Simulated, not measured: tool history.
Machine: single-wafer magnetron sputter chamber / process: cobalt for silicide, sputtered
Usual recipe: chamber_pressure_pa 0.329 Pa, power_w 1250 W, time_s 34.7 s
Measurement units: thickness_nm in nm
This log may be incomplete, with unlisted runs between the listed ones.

| run | hour | chamber_pressure_pa | power_w | time_s | read-back reference wafer on the same gauge, thickness_nm | thickness_nm |
|---|---|---|---|---|---|---|
| 1 | 0 | 0.329 | 1250 | 34.7 | 21.389 | 19.716 |
| 2 | 92 | 0.329 | 1250 | 34.7 | 21.396 | 19.531 |
| 3 | 187.3 | 0.329 | 1150 | 37.7 | 21.387 | 19.427 |
| 4 | 243.6 | 0.329 | 1150 | 37.7 | 21.393 | 19.335 |
| 5 | 282.4 | 0.329 | 1150 | 37.7 | 21.413 | 19.235 |
|  | 388.1 | sputter target and shields replaced |
| 6 | 515.1 | 0.329 | 1250 | 34.7 | 21.382 | 19.898 |
| 7 | 592.8 | 0.329 | 1250 | 34.7 | 21.403 | 19.74 |
| 8 | 683.9 | 0.329 | 1050 | 36.6 | 21.402 | 17.352 |
| 9 | 754.7 | 0.274 | 1250 | 30.9 | 21.399 | 17.844 |
| 10 | 836.6 | 0.274 | 1250 | 30.9 | 21.418 | 17.696 |
| 11 | 910 | 0.274 | 1250 | 30.9 | 21.401 | 17.655 |
| 12 | 993.2 | 0.329 | 1250 | 34.7 | 21.408 | 19.143 |
|  | 1008.3 | sputter target and shields replaced |
|  | 1026.6 | magnet pack replaced |
| 13 | 1032 | 0.329 | 1250 | 34.7 | 21.394 | 20.037 |
| 14 | 1074.1 | 0.237 | 1250 | 34.7 | 21.398 | 20.941 |
| 15 | 1139.9 | 0.237 | 1250 | 34.7 | 21.395 | 20.728 |
| 16 | 1214.3 | 0.329 | 1150 | 37.7 | 21.411 | 19.784 |
| 17 | 1287.6 | 0.437 | 1250 | 34.7 | 21.406 | 18.805 |
| 18 | 1413.7 | 0.452 | 1250 | 34.7 | 21.404 | 18.349 |
| 19 | 1510.8 | 0.329 | 1050 | 39 | 21.388 | 18.328 |
| 20 | 1590.3 | 0.222 | 1500 | 30.5 | 21.395 | 21.294 |
|  | 1603.8 | sputter target and shields replaced |
|  | 1608.4 | gauge calibrated |
| 21 | 1640.7 | 0.329 | 1250 | 34.7 | 21.412 | 19.976 |
| 22 | 1693.8 | 0.329 | 1250 | 34.7 | 21.395 | 19.897 |
|  | 1731.7 | capacitance manometer re-zeroed and calibrated |
| 23 | 1732.2 | 0.219 | 1050 | 39 | 21.394 | 20.032 |
| 24 | 1817 | 0.239 | 1250 | 29.9 | 21.414 | 17.869 |
| 25 | 1873.1 | 0.38 | 950 | 34.7 | 21.39 | 14.867 |
| 26 | 1966.7 | 0.375 | 1150 | 36.6 | 21.402 | 18.895 |
| 27 | 2004.8 | 0.329 | 1250 | 34.7 | 21.395 | 19.704 |
| 28 | 2079.1 | 0.329 | 1250 | 34.7 | 21.404 | 19.484 |
|  | 2101.2 | sputter target and shields replaced |
| 29 | 2173.2 | 0.219 | 1250 | 28.6 | 21.383 | 17.563 |
| 30 | 2226.3 | 0.329 | 1250 | 31.9 | 21.394 | 18.575 |
| 31 | 2317.3 | 0.383 | 1500 | 34.7 | 21.408 | 23.473 |
| 32 | 2357.6 | 0.265 | 1250 | 37.1 | 21.398 | 21.735 |
| 33 | 2410.8 | 0.449 | 1050 | 38.5 | 21.397 | 17.482 |
| 34 | 2453.1 | 0.329 | 1250 | 29.7 | 21.4 | 16.787 |
| 35 | 2535.6 | 0.217 | 1250 | 36.6 | 21.402 | 21.725 |

Measured less the same run without the tool's hidden state. The same run-to-run variation is in both; the gauge's scatter may not be:
The tool's hidden condition here consists of: deposition rate above that of a new target (%); true argon pressure above the setpoint (%); gauge reads high (%).
| run | thickness_nm |
|---|---|
| 1 | -0.833 |
| 2 | -0.99 |
| 3 | -1.156 |
| 4 | -1.252 |
| 5 | -1.316 |
| 6 | -0.663 |
| 7 | -0.793 |
| 8 | -0.837 |
| 9 | -0.891 |
| 10 | -1.014 |
| 11 | -1.13 |
| 12 | -1.466 |
| 13 | -0.495 |
| 14 | -0.427 |
| 15 | -0.538 |
| 16 | -0.798 |
| 17 | -1.054 |
| 18 | -1.262 |
| 19 | -1.224 |
| 20 | -1.368 |
| 21 | -0.654 |
| 22 | -0.742 |
| 23 | -0.353 |
| 24 | -0.465 |
| 25 | -0.497 |
| 26 | -0.821 |
| 27 | -0.918 |
| 28 | -1.06 |
| 29 | -0.259 |
| 30 | -0.434 |
| 31 | -0.806 |
| 32 | -0.729 |
| 33 | -0.813 |
| 34 | -0.764 |
| 35 | -1.046 |
